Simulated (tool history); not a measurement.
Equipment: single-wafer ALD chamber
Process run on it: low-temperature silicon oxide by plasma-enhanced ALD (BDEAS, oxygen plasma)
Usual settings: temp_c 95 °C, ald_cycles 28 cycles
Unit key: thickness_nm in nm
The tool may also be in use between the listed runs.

run,hour,temp_c,ald_cycles,"read-back reference wafer on the same gauge, thickness_nm",thickness_nm
1,0,95,28,3.795,4.167
2,80.3,95,28,3.778,4.132
3,137.1,95,28,3.773,4.143
4,224.6,95,28,3.76,4.133
5,312.1,95,28,3.741,4.104
6,378.9,95,28,3.723,4.096
# hour 401.7: gauge calibrated
7,435.3,95,28,3.828,4.198
# hour 455.1: thermocouple changed; heater temperature recalibrated
8,515.1,95,28,3.831,4.182
9,606.6,82,30,3.825,4.717
10,682.2,107,25,3.813,3.565
11,737.4,95,28,3.801,4.14
12,776.8,95,32,3.789,4.745
13,821.3,87,32,3.787,4.889
# hour 871.5: gauge calibrated
14,885.5,95,28,3.814,4.141
15,935,101,32,3.809,4.686
16,973.2,86,26,3.808,4.022

5 ways to go on from here, each from the tool as it stands after run 16. What would each give?
A,973.6,95,25,?,?
B,973.6,107,31,?,?
C,973.6,88,26,?,?
D,973.6,82,23,?,?
E,973.6,95,26,?,?

run,"read-back reference wafer on the same gauge, thickness_nm",thickness_nm
A,3.809,3.711
B,3.809,4.449
C,3.809,3.968
D,3.809,3.593
E,3.809,3.859
Stripped of hidden state, with their random variation kept, the same runs would have yielded:
run,thickness_nm
A,3.711
B,4.45
C,3.969
D,3.594
E,3.86
